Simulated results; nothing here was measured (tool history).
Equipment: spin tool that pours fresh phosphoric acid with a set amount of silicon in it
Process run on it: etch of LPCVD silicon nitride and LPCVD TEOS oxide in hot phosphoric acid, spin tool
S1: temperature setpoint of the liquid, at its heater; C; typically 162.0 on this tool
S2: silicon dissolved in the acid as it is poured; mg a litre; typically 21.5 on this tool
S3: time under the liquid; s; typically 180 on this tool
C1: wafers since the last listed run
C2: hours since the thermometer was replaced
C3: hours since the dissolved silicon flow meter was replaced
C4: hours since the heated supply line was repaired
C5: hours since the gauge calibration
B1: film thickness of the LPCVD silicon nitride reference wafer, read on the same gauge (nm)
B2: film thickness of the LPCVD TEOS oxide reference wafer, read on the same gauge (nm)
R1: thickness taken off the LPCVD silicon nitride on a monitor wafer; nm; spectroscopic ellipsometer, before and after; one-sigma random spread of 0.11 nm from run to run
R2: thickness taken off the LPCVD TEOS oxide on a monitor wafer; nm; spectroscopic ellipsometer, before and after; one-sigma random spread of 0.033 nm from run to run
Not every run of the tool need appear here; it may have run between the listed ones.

run    hour     S1    S2   S3   C1      C2      C3      C4      C5     B1       B2     R1     R2
  1     0.0  164.5  27.5  255    0   180.1   733.0   432.7   118.8  59.97  110.016  24.40  0.697
  2    42.5  162.0   8.5  180  187   222.6   775.5   475.2   161.3  59.99  110.011  15.83  0.720
  3    81.0  162.0  21.5  180  169   261.1   814.0   513.7   199.8  60.01  110.000  15.67  0.503
  4   147.2  162.0   8.5  180  291   327.3   880.2   579.9   266.0  60.00  110.003  15.57  0.622
  5   210.8  162.0  21.5  180  280   390.9   943.8   643.5   329.6  60.01  109.990  15.43  0.540
  6   281.4  162.0  21.5  180  311   461.5  1014.4   714.1   400.2  59.98  110.004  15.66  0.529
  7   312.9  160.0  27.0  180  138   493.0  1045.9   745.6   431.7  60.00  109.983  14.73  0.359
  8   370.0  162.0  21.5  180  251   550.1  1103.0   802.7   488.8  60.02  110.004  15.52  0.469
  9   433.1  162.0  21.5  180  278   613.2  1166.1   865.8   551.9  60.04  109.987  15.56  0.471
 10   498.8  163.0  28.5  180  289   678.9  1231.8   931.5   617.6  60.05  110.000  16.17  0.353
 11   537.3  163.5  21.5  285  169   717.4  1270.3   970.0   656.1  60.00  110.011  26.06  0.858
 12   576.0  162.0   5.0  180  170   756.1  1309.0  1008.7   694.8  60.01  110.001  15.52  0.790
      597.2  -- heated supply line repaired
      630.7  -- dissolved silicon flow meter replaced
 13   644.9  163.0  16.5  215  294   825.0    14.2    47.7   763.7  60.01  109.987  19.14  0.726
 14   703.2  162.0  21.5  215  256   883.3    72.5   106.0   822.0  60.01  110.002  18.65  0.531
 15   735.6  159.5   8.5  180  142   915.7   104.9   138.4   854.4  59.99  110.005  14.45  0.557
 16   802.7  163.0   9.5  275  295   982.8   172.0   205.5   921.5  60.01  110.020  24.42  1.139
 17   874.2  162.0  37.0  180  315  1054.3   243.5   277.0   993.0  60.01  109.981  15.63  0.250
 18   900.2  162.0  15.5  215  114  1080.3   269.5   303.0  1019.0  60.04  109.995  18.63  0.641
 19   947.6  160.5  31.0  140  208  1127.7   316.9   350.4  1066.4  59.97  110.003  11.39  0.230
 20   993.5  162.0  17.0  180  202  1173.6   362.8   396.3  1112.3  59.96  110.017  15.50  0.561
 21  1059.1  160.0  32.5   70  289  1239.2   428.4   461.9  1177.9  60.02  109.995   5.56  0.102
 22  1110.5  163.0  21.5  180  226  1290.6   479.8   513.3  1229.3  60.02  109.995  16.04  0.542
 23  1164.3  160.5  10.5  220  237  1344.4   533.6   567.1  1283.1  59.99  110.006  17.85  0.691

3 ways to go on from here, each from the tool as it stands after run 23. What would each give?
  A  1164.8  162.0  21.5  180   2  1344.9  534.1  567.6  1283.6   ?   ?   ?   ?
  B  1164.8  163.5  21.5   80   2  1344.9  534.1  567.6  1283.6   ?   ?   ?   ?
  C  1164.8  159.0  21.5  180   2  1344.9  534.1  567.6  1283.6   ?   ?   ?   ?

run     B1       B2     R1     R2
  A  60.01  109.999  15.38  0.493
  B  60.01  109.999   7.18  0.244
  C  60.01  109.999  13.90  0.394
Without the tool's hidden state the same runs would have given:
run     R1     R2
  A  15.84  0.526
  B   7.40  0.261
  C  14.32  0.421
